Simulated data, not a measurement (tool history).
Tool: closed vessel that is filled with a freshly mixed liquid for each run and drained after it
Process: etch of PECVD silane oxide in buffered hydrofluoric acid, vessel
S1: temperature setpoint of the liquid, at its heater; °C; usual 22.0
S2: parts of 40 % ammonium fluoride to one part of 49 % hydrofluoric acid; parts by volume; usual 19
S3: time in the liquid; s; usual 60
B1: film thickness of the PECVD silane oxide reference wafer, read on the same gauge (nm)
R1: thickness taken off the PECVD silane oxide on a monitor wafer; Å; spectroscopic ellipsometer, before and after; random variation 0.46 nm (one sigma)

{"run": 1, "hour": 0.0, "S1": 22.0, "S2": 19, "S3": 60, "B1": 30.01, "R1": 1079.1}
{"run": 2, "hour": 47.4, "S1": 22.0, "S2": 19, "S3": 60, "B1": 29.96, "R1": 1077.4}
{"run": 3, "hour": 130.8, "S1": 22.0, "S2": 19, "S3": 60, "B1": 29.97, "R1": 1059.9}
{"run": 4, "hour": 170.6, "S1": 22.0, "S2": 19, "S3": 60, "B1": 30.02, "R1": 1068.0}
{"run": 5, "hour": 236.9, "S1": 22.0, "S2": 19, "S3": 60, "B1": 29.96, "R1": 1067.4}
{"run": 6, "hour": 304.8, "S1": 22.0, "S2": 19, "S3": 60, "B1": 30.01, "R1": 1062.8}
{"run": 7, "hour": 368.3, "S1": 22.0, "S2": 19, "S3": 60, "B1": 29.97, "R1": 1054.9}
{"run": 8, "hour": 445.9, "S1": 22.0, "S2": 19, "S3": 60, "B1": 30.0, "R1": 1051.1}
{"run": 9, "hour": 503.1, "S1": 22.0, "S2": 19, "S3": 40, "B1": 30.01, "R1": 700.7}
{"hour": 531.1, "done": "gauge calibrated"}
{"run": 10, "hour": 591.2, "S1": 24.0, "S2": 25, "S3": 40, "B1": 29.98, "R1": 628.4}
{"hour": 594.0, "done": "thermometer replaced"}
{"run": 11, "hour": 630.3, "S1": 24.0, "S2": 19, "S3": 60, "B1": 29.99, "R1": 1121.6}
{"run": 12, "hour": 681.5, "S1": 22.0, "S2": 19, "S3": 60, "B1": 30.02, "R1": 1008.1}
{"hour": 739.8, "done": "hydrofluoric acid flow meter replaced"}
{"run": 13, "hour": 758.4, "S1": 20.0, "S2": 19, "S3": 80, "B1": 30.03, "R1": 1191.7}
{"run": 14, "hour": 805.7, "S1": 22.0, "S2": 19, "S3": 60, "B1": 29.96, "R1": 989.8}
{"hour": 829.4, "done": "thermometer replaced, repeated, since the last time left the tool worse"}
{"run": 15, "hour": 881.9, "S1": 26.0, "S2": 19, "S3": 60, "B1": 29.98, "R1": 1377.7}
{"run": 16, "hour": 973.3, "S1": 18.5, "S2": 17, "S3": 30, "B1": 30.05, "R1": 503.7}
{"run": 17, "hour": 1038.8, "S1": 22.0, "S2": 19, "S3": 60, "B1": 30.03, "R1": 1088.2}

The same runs without the tool's hidden state, with the same run-to-run variation:
The hidden state here: liquid colder than its thermometer reads (K); hydrofluoric acid flow above the setpoint (%); gauge reads high (%).
run=1 R1=1110.7
run=2 R1=1111.4
run=3 R1=1098.2
run=4 R1=1108.5
run=5 R1=1111.6
run=6 R1=1110.5
run=7 R1=1105.3
run=8 R1=1105.6
run=9 R1=739.1
run=10 R1=665.0
run=11 R1=1234.3
run=12 R1=1113.9
run=13 R1=1323.0
run=14 R1=1099.8
run=15 R1=1383.0
run=16 R1=508.0
run=17 R1=1100.9
